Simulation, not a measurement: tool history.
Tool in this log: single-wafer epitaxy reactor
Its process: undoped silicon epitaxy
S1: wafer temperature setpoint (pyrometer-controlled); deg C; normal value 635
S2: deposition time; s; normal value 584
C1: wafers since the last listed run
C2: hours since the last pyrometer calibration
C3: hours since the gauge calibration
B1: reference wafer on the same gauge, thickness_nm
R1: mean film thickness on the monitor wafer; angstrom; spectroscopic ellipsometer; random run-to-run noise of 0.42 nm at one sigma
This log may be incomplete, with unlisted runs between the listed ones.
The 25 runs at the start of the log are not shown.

Run 26, hour 385.6: usual settings but S1 622 deg C, S2 673 s; C1 55; C2 157.1; C3 30.8; B1 83.913. Result: R1 685.28 angstrom.
Run 27, hour 403.0: usual settings but S1 639 deg C, S2 674 s; C1 65; C2 174.5; C3 48.2; B1 83.931. Result: R1 960.44 angstrom.
Run 28, hour 416.6: usual settings but S1 649 deg C, S2 695 s; C1 50; C2 188.1; C3 61.8; B1 84.049. Result: R1 1208.65 angstrom.
Run 29, hour 429.7: usual settings but S1 646 deg C, S2 510 s; C1 49; C2 201.2; C3 74.9; B1 84.027. Result: R1 842.27 angstrom.
Run 30, hour 443.7: usual settings but S2 521 s; C1 52; C2 215.2; C3 88.9; B1 84.229. Result: R1 689.11 angstrom.
Run 31, hour 461.5: usual settings but S1 648 deg C, S2 502 s; C1 66; C2 233.0; C3 106.7; B1 83.855. Result: R1 862.99 angstrom.
Run 32, hour 477.6: usual settings; C1 60; C2 249.1; C3 122.8; B1 83.989. Result: R1 782.44 angstrom.
Run 33, hour 488.2: usual settings but S1 644 deg C; C1 39; C2 259.7; C3 133.4; B1 83.982. Result: R1 938.34 angstrom.
Run 34, hour 499.4: usual settings but S1 647 deg C, S2 678 s; C1 41; C2 270.9; C3 144.6; B1 84.288. Result: R1 1147.62 angstrom.
Run 35, hour 514.9: usual settings but S1 625 deg C, S2 503 s; C1 58; C2 286.4; C3 160.1; B1 84.165. Result: R1 551.41 angstrom.
Run 36, hour 527.0: usual settings but S1 625 deg C, S2 536 s; C1 45; C2 298.5; C3 172.2; B1 83.818. Result: R1 592.43 angstrom.
Run 37, hour 543.2: usual settings; C1 60; C2 314.7; C3 188.4; B1 83.881. Result: R1 783.51 angstrom.
Run 38, hour 560.5: usual settings; C1 64; C2 332.0; C3 205.7; B1 84.101. Result: R1 786.66 angstrom.
Run 39, hour 569.8: usual settings but S2 658 s; C1 34; C2 341.3; C3 215.0; B1 83.715. Result: R1 882.31 angstrom.
Run 40, hour 577.2: usual settings but S1 625 deg C, S2 487 s; C1 27; C2 348.7; C3 222.4; B1 83.944. Result: R1 536.50 angstrom.
Run 41, hour 591.3: usual settings; C1 52; C2 362.8; C3 236.5; B1 83.979. Result: R1 785.80 angstrom.
Run 42, hour 600.1: usual settings; C1 32; C2 371.6; C3 245.3; B1 83.942. Result: R1 789.68 angstrom.

Branching from run 42: 3 alternative next runs. What would each branch give?
Run A, hour 600.7: usual settings but S1 643 deg C; C1 2; C2 372.2; C3 245.9; B1 ?. Result: R1 ?.
Run B, hour 600.7: usual settings but S2 544 s; C1 2; C2 372.2; C3 245.9; B1 ?. Result: R1 ?.
Run C, hour 600.7: usual settings but S1 639 deg C; C1 2; C2 372.2; C3 245.9; B1 ?. Result: R1 ?.

run      B1      R1
  A  84.127  927.62
  B  84.127  738.93
  C  84.127  858.07
Had the tool no hidden state, the same runs would have come out as:
run      R1
  A  880.44
  B  700.78
  C  814.10

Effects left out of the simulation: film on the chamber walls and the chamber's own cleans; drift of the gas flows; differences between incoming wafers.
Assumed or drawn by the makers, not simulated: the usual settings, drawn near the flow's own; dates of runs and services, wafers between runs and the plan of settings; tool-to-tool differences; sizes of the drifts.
